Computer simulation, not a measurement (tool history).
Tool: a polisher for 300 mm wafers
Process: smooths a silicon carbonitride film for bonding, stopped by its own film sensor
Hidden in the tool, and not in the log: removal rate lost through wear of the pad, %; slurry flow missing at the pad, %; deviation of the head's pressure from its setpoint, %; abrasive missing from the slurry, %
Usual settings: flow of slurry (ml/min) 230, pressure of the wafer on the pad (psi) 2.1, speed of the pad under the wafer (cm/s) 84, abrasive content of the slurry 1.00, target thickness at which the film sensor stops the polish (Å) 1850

run     day  flow of slurry (ml/min)  pressure of the wafer on the pad (psi)  speed of the pad under the wafer (cm/s)  abrasive content of the slurry  target thickness at which the film sensor stops the polish (Å)  wafers since the last listed run  wafers polished on this pad  hours since the slurry nozzle was cleaned  hours since the head pressure was calibrated  hours since the slurry blender was calibrated  incoming thickness of the incoming film, nm  time until the film sensor stopped the polish (s)
  1   0.000                      230                                     2.1                                       84                            1.00                                                            1850                                 0                         4621                                      559.6                                         728.7                                          454.2                                        205.5                                               90.1
      1.612  -- slurry blender recalibrated
      1.775  -- worn pad replaced by a new one
      5.292  -- head pressure recalibrated
  2   6.008                      230                                     2.1                                       84                            1.00                                                            1850                              1519                         1110                                      703.8                                          17.2                                          105.5                                        212.6                                              111.2
  3   8.396                      230                                     2.1                                       84                            1.00                                                            1850                               638                         1749                                      761.1                                          74.5                                          162.8                                        207.4                                               90.1
  4   9.750                      230                                     2.1                                       84                            1.00                                                            1850                               362                         2111                                      793.6                                         107.0                                          195.3                                        206.5                                               85.5
  5  11.208                      230                                     2.1                                       84                            1.00                                                            1850                               390                         2502                                      828.6                                         142.0                                          230.3                                        209.8                                               98.4
     12.954  -- slurry nozzle cleaned
  6  13.529                      230                                     2.1                                       84                            1.00                                                            1850                               609                         3112                                       13.8                                         197.7                                          286.0                                        206.5                                               88.8
  7  17.254                      230                                     2.1                                       84                            1.00                                                            1850                               996                         4108                                      103.2                                         287.1                                          375.4                                        208.6                                               98.0
  8  19.117                      230                                     2.1                                       84                            1.00                                                            1850                               498                         4607                                      147.9                                         331.8                                          420.1                                        210.3                                              107.7
     19.708  -- worn pad replaced by a new one
  9  21.321                      230                                     2.1                                       84                            1.00                                                            1850                               545                          431                                      200.8                                         384.7                                          473.0                                        206.8                                               94.0
     23.950  -- slurry blender recalibrated
 10  28.321                      230                                     2.1                                       60                            0.85                                                            1850                              1851                         2282                                      368.8                                         552.7                                          104.9                                        208.6                                              126.1
 11  31.133                      300                                     1.5                                       84                            1.25                                                            1920                               752                         3034                                      436.3                                         620.2                                          172.4                                        211.0                                               96.8
 12  34.479                      180                                     2.1                                       72                            1.00                                                            1940                               895                         3930                                      516.6                                         700.5                                          252.7                                        209.9                                               76.2
 13  35.621                      230                                     2.1                                       84                            1.15                                                            1850                               305                         4235                                      544.0                                         727.9                                          280.1                                        207.0                                               87.5
 14  36.646                      230                                     2.7                                       84                            1.00                                                            1850                               274                         4509                                      568.6                                         752.5                                          304.7                                        210.5                                               83.6
 15  37.688                      230                                     2.1                                       84                            1.00                                                            1880                               278                         4788                                      593.6                                         777.5                                          329.7                                        210.8                                               92.9
     38.838  -- worn pad replaced by a new one
 16  40.508                      230                                     2.1                                       84                            1.10                                                            1930                               710                          447                                      661.3                                         845.2                                          397.4                                        212.2                                               78.3
 17  42.183                      185                                     2.1                                       84                            1.00                                                            1850                               448                          895                                      701.5                                         885.4                                          437.6                                        210.2                                              110.7
 18  43.496                      230                                     2.1                                       84                            1.00                                                            1850                               351                         1246                                      733.0                                         916.9                                          469.1                                        210.0                                              108.7
     44.433  -- slurry blender recalibrated
     44.562  -- head pressure recalibrated
     45.104  -- slurry nozzle cleaned
 19  45.650                      230                                     2.1                                       84                            1.00                                                            1850                               520                         1767                                       13.1                                          26.1                                           29.2                                        209.2                                               93.8
 20  47.383                      230                                     2.4                                       84                            1.00                                                            1880                               463                         2231                                       54.7                                          67.7                                           70.8                                        210.1                                               76.4
 21  49.162                      230                                     2.1                                      114                            1.00                                                            1850                               476                         2707                                       97.4                                         110.4                                          113.5                                        210.8                                               80.2
 22  51.888                      230                                     2.1                                       84                            1.00                                                            1850                               729                         3436                                      162.8                                         175.8                                          178.9                                        211.4                                              106.1
 23  53.221                      230                                     2.1                                       54                            0.85                                                            1850                               356                         3793                                      194.8                                         207.8                                          210.9                                        210.0                                              151.4
 24  54.688                      230                                     2.1                                       56                            1.00                                                            1850                               392                         4185                                      230.0                                         243.0                                          246.1                                        210.4                                              143.1
 25  57.425                      230                                     1.4                                       70                            1.00                                                            1850                               732                         4918                                      295.7                                         308.7                                          311.8                                        208.0                                              161.0
 26  58.538                      230                                     1.5                                       84                            1.10                                                            1850                               297                         5216                                      322.4                                         335.4                                          338.5                                        209.9                                              142.0
     60.500  -- worn pad replaced by a new one
 27  60.521                      195                                     2.1                                       84                            1.00                                                            1850                               486                            5                                      370.0                                         383.0                                          386.1                                        210.3                                              109.2
 28  63.462                      230                                     2.1                                       84                            1.00                                                            1850                               787                          792                                      440.6                                         453.6                                          456.7                                        211.6                                              114.0
     63.675  -- slurry blender recalibrated
 29  66.058                      230                                     2.1                                       84                            1.00                                                            1850                               672                         1464                                      502.9                                         515.9                                           57.2                                        212.0                                              109.3
 30  68.142                      310                                     1.5                                      102                            0.90                                                            1850                               557                         2022                                      552.9                                         565.9                                          107.2                                        215.0                                              145.0
 31  70.912                      205                                     1.4                                       84                            1.10                                                            1850                               741                         2764                                      619.4                                         632.4                                          173.7                                        213.2                                              164.8

Forecast each of these 3 alternatives for the next run:
  A  70.933                      230                                     2.1                                       84                            1.00                                                            1850                                 5                         2769                                      619.9                                         632.9                                          174.2                                        213.5                                                  ?
  B  70.933                      250                                     2.1                                       84                            1.30                                                            1940                                 5                         2769                                      619.9                                         632.9                                          174.2                                        213.5                                                  ?
  C  70.933                      230                                     2.4                                       84                            1.00                                                            1780                                 5                         2769                                      619.9                                         632.9                                          174.2                                        213.5                                                  ?

run  time until the film sensor stopped the polish (s)
  A                                              115.9
  B                                               72.5
  C                                              126.3
Without the tool's hidden state the same runs would have given:
run  time until the film sensor stopped the polish (s)
  A                                              109.6
  B                                               68.9
  C                                              119.5

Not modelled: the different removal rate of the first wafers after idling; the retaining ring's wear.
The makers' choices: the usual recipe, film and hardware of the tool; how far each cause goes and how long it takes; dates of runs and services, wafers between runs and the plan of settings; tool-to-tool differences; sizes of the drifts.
